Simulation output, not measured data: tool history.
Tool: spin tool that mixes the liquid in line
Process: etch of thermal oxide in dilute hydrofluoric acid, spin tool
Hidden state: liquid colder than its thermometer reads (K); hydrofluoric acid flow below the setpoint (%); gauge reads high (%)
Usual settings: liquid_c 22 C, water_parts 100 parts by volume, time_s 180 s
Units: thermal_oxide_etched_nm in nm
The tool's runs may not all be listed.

run	hour	liquid_c	water_parts	time_s	wafers since the last listed run	hours since the thermometer was replaced	hours since the hydrofluoric acid flow meter was replaced	hours since the gauge calibration	read-back film thickness of the thermal oxide reference wafer, read on the same gauge (nm)	thermal_oxide_etched_nm
1	0	22	100	180	0	1260.3	644.6	407.9	100.03	7.79
# hour 29.5: hydrofluoric acid flow meter replaced
2	38.5	22	100	180	325	1298.8	9	446.4	100.01	7.99
3	220.9	22	100	180	1581	1481.2	191.4	628.8	100.01	7.87
4	420.4	22	100	180	1729	1680.7	390.9	828.3	99.98	7.79
5	452.7	22	100	180	280	1713	423.2	860.6	99.99	7.8
6	478.5	22	100	180	223	1738.8	449	886.4	100	7.79
7	525.5	22	100	180	407	1785.8	496	933.4	100.01	7.81
8	555.2	22	100	180	257	1815.5	525.7	963.1	99.99	7.83
9	617.6	22	100	180	541	1877.9	588.1	1025.5	100.05	7.72
# hour 664.7: hydrofluoric acid flow meter replaced
# hour 705.2: gauge calibrated
10	750.2	22	100	180	1141	2010.5	85.5	45	99.99	7.97
11	798.9	22	100	180	422	2059.2	134.2	93.7	100	7.95
12	863.1	22	100	180	556	2123.4	198.4	157.9	100.01	7.9
13	928.2	22	100	180	564	2188.5	263.5	223	100	7.88
14	965	22	100	180	319	2225.3	300.3	259.8	99.95	7.87
15	1028.6	20.5	80	150	551	2288.9	363.9	323.4	100.02	7.83
16	1093.5	22	145	210	562	2353.8	428.8	388.3	100	5.93
17	1157.5	23.5	130	180	554	2417.8	492.8	452.3	99.97	6.13
# hour 1201.8: thermometer replaced
18	1216.8	20.5	80	150	505	15	552.1	511.6	100.01	7.79
19	1287.7	23.5	145	230	614	85.9	623	582.5	99.99	6.85
20	1330.9	24.5	75	95	374	129.1	666.2	625.7	100	6.22
21	1370.6	25	100	180	344	168.8	705.9	665.4	100.02	8.65
# hour 1381.3: hydrofluoric acid flow meter replaced
22	1423.2	24	115	180	447	221.4	41.9	718	99.98	7.33
23	1479.9	22	145	180	491	278.1	98.6	774.7	100	5.21
24	1529.5	22	100	180	430	327.7	148.2	824.3	100.03	7.95
25	1582.6	23.5	70	245	460	380.8	201.3	877.4	100.03	17.05
26	1620.4	18	75	180	327	418.6	239.1	915.2	99.99	9.2

Forecast each of these 4 alternatives for the next run:
A	1620.9	22	100	180	4	419.1	239.6	915.7	?	?
B	1620.9	25.5	100	180	4	419.1	239.6	915.7	?	?
C	1620.9	19	100	180	4	419.1	239.6	915.7	?	?
D	1620.9	17.5	85	110	4	419.1	239.6	915.7	?	?

run	read-back film thickness of the thermal oxide reference wafer, read on the same gauge (nm)	thermal_oxide_etched_nm
A	99.99	7.89
B	99.99	9.06
C	99.99	6.98
D	99.99	4.79
Without the tool's hidden state the same runs would have given:
run	thermal_oxide_etched_nm
A	8.01
B	9.2
C	7.08
D	4.86
